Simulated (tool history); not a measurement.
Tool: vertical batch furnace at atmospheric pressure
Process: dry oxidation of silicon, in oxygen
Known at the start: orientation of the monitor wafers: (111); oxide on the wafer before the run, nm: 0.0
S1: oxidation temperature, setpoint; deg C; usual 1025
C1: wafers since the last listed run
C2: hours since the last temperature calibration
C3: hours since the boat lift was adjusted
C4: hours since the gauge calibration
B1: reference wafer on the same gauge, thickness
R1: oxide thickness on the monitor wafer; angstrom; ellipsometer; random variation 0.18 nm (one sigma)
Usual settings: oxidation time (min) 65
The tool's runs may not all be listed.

run 1 day=0 | S1=1025 oxidation_time_(min)=65 | C1=0 C2=3161.4 C3=3120.8 C4=581.2 | B1=95.1 | R1=865.7
run 2 day=1.396 | S1=1025 oxidation_time_(min)=53 | C1=570 C2=3194.9 C3=3154.3 C4=614.7 | B1=95.1 | R1=758
run 3 day=2.467 | S1=1025 oxidation_time_(min)=53 | C1=437 C2=3220.6 C3=3180 C4=640.4 | B1=95.09 | R1=758.4
run 4 day=3.275 | S1=1017 oxidation_time_(min)=65 | C1=330 C2=3240 C3=3199.4 C4=659.8 | B1=95.1 | R1=819.5
run 5 day=4.588 | S1=1033 oxidation_time_(min)=65 | C1=536 C2=3271.5 C3=3230.9 C4=691.3 | B1=95.12 | R1=911.9
run 6 day=5.904 | S1=1033 oxidation_time_(min)=65 | C1=538 C2=3303.1 C3=3262.5 C4=722.9 | B1=95.05 | R1=912
run 7 day=7.358 | S1=1033 oxidation_time_(min)=65 | C1=594 C2=3338 C3=3297.4 C4=757.8 | B1=95.14 | R1=908.9
run 8 day=7.967 | S1=1025 oxidation_time_(min)=58 | C1=248 C2=3352.6 C3=3312 C4=772.4 | B1=95.1 | R1=803.8
run 9 day=9.121 | S1=1014 oxidation_time_(min)=65 | C1=471 C2=3380.3 C3=3339.7 C4=800.1 | B1=95.08 | R1=798.3
run 10 day=10.125 | S1=1014 oxidation_time_(min)=65 | C1=410 C2=3404.4 C3=3363.8 C4=824.2 | B1=95.08 | R1=799.9
run 11 day=11.317 | S1=1008 oxidation_time_(min)=40 | C1=487 C2=3433 C3=3392.4 C4=852.8 | B1=95.11 | R1=555.7
run 12 day=12.542 | S1=1008 oxidation_time_(min)=40 | C1=500 C2=3462.4 C3=3421.8 C4=882.2 | B1=95.13 | R1=552.5
run 13 day=13.088 | S1=1008 oxidation_time_(min)=40 | C1=223 C2=3475.5 C3=3434.9 C4=895.3 | B1=95.1 | R1=550.6
run 14 day=14.05 | S1=1016 oxidation_time_(min)=71.5 | C1=393 C2=3498.6 C3=3458 C4=918.4 | B1=95.13 | R1=861.6
-- day=16.196 boat lift adjusted
run 15 day=16.217 | S1=1025 oxidation_time_(min)=51.5 | C1=476 C2=3550.6 C3=0.5 C4=970.4 | B1=95.15 | R1=757.5
run 16 day=16.875 | S1=1025 oxidation_time_(min)=51.5 | C1=269 C2=3566.4 C3=16.3 C4=986.2 | B1=95.1 | R1=758.1
run 17 day=17.783 | S1=1025 oxidation_time_(min)=65 | C1=371 C2=3588.2 C3=38.1 C4=1008 | B1=95.1 | R1=879.9
-- day=18.812 thermocouples replaced and temperature profile calibrated
run 18 day=18.833 | S1=1025 oxidation_time_(min)=74.5 | C1=20 C2=0.5 C3=63.3 C4=1033.2 | B1=95.06 | R1=959.9
run 19 day=22.667 | S1=1009 oxidation_time_(min)=36.5 | C1=1566 C2=92.5 C3=155.3 C4=1125.2 | B1=95.13 | R1=538.5
run 20 day=23.771 | S1=1025 oxidation_time_(min)=65 | C1=451 C2=119 C3=181.8 C4=1151.7 | B1=95.13 | R1=883.7
-- day=25.133 gauge calibrated
run 21 day=25.25 | S1=1004 oxidation_time_(min)=78 | C1=604 C2=154.5 C3=217.3 C4=2.8 | B1=95.07 | R1=851.6
run 22 day=26.738 | S1=1025 oxidation_time_(min)=65 | C1=608 C2=190.2 C3=253 C4=38.5 | B1=95.1 | R1=880.6
run 23 day=27.95 | S1=1047 oxidation_time_(min)=90 | C1=495 C2=219.3 C3=282.1 C4=67.6 | B1=95.1 | R1=1233.1
run 24 day=28.479 | S1=1025 oxidation_time_(min)=33.5 | C1=216 C2=232 C3=294.8 C4=80.3 | B1=95.13 | R1=574.9
run 25 day=29.867 | S1=1025 oxidation_time_(min)=65 | C1=567 C2=265.3 C3=328.1 C4=113.6 | B1=95.13 | R1=878.1
run 26 day=30.679 | S1=1046 oxidation_time_(min)=88 | C1=332 C2=284.8 C3=347.6 C4=133.1 | B1=95.15 | R1=1212.3
run 27 day=31.367 | S1=1025 oxidation_time_(min)=65 | C1=281 C2=301.3 C3=364.1 C4=149.6 | B1=95.08 | R1=880.1
run 28 day=32.354 | S1=1025 oxidation_time_(min)=65 | C1=403 C2=325 C3=387.8 C4=173.3 | B1=95.1 | R1=879.6
run 29 day=32.904 | S1=1025 oxidation_time_(min)=65 | C1=224 C2=338.2 C3=401 C4=186.5 | B1=95.1 | R1=879.9
run 30 day=33.671 | S1=1025 oxidation_time_(min)=84.5 | C1=313 C2=356.6 C3=419.4 C4=204.9 | B1=95.1 | R1=1040.2
run 31 day=34.383 | S1=1009 oxidation_time_(min)=65 | C1=291 C2=373.7 C3=436.5 C4=222 | B1=95.12 | R1=785.6
run 32 day=35.217 | S1=1008 oxidation_time_(min)=65 | C1=340 C2=393.7 C3=456.5 C4=242 | B1=95.09 | R1=779.5
run 33 day=36.029 | S1=1001 oxidation_time_(min)=50 | C1=332 C2=413.2 C3=476 C4=261.5 | B1=95.13 | R1=621
run 34 day=37.017 | S1=1003 oxidation_time_(min)=65 | C1=403 C2=436.9 C3=499.7 C4=285.2 | B1=95.13 | R1=751.2
run 35 day=38.412 | S1=1016 oxidation_time_(min)=71.5 | C1=570 C2=470.4 C3=533.2 C4=318.7 | B1=95.07 | R1=880.2
run 36 day=39.404 | S1=1025 oxidation_time_(min)=65 | C1=405 C2=494.2 C3=557 C4=342.5 | B1=95.13 | R1=880.8
run 37 day=40.154 | S1=1025 oxidation_time_(min)=93 | C1=306 C2=512.2 C3=575 C4=360.5 | B1=95.09 | R1=1107.6
run 38 day=41.167 | S1=1047 oxidation_time_(min)=75 | C1=413 C2=536.5 C3=599.3 C4=384.8 | B1=95.07 | R1=1100.4
run 39 day=41.904 | S1=1011 oxidation_time_(min)=94 | C1=301 C2=554.2 C3=617 C4=402.5 | B1=95.06 | R1=1013.6

Forecast each of these 4 alternatives for the next run:
run A day=42.112 | S1=1025 oxidation_time_(min)=65 | C1=85 C2=559.2 C3=622 C4=407.5 | B1=? | R1=?
run B day=42.112 | S1=1011 oxidation_time_(min)=85.5 | C1=85 C2=559.2 C3=622 C4=407.5 | B1=? | R1=?
run C day=42.112 | S1=1032 oxidation_time_(min)=38.5 | C1=85 C2=559.2 C3=622 C4=407.5 | B1=? | R1=?
run D day=42.112 | S1=1008 oxidation_time_(min)=77.5 | C1=85 C2=559.2 C3=622 C4=407.5 | B1=? | R1=?

run=A B1=95.1 R1=878.5
run=B B1=95.1 R1=950.8
run=C B1=95.1 R1=654.4
run=D B1=95.1 R1=872.8
Without the tool's hidden state the same runs would have given:
run=A R1=883
run=B R1=956.4
run=C R1=657.7
run=D R1=878

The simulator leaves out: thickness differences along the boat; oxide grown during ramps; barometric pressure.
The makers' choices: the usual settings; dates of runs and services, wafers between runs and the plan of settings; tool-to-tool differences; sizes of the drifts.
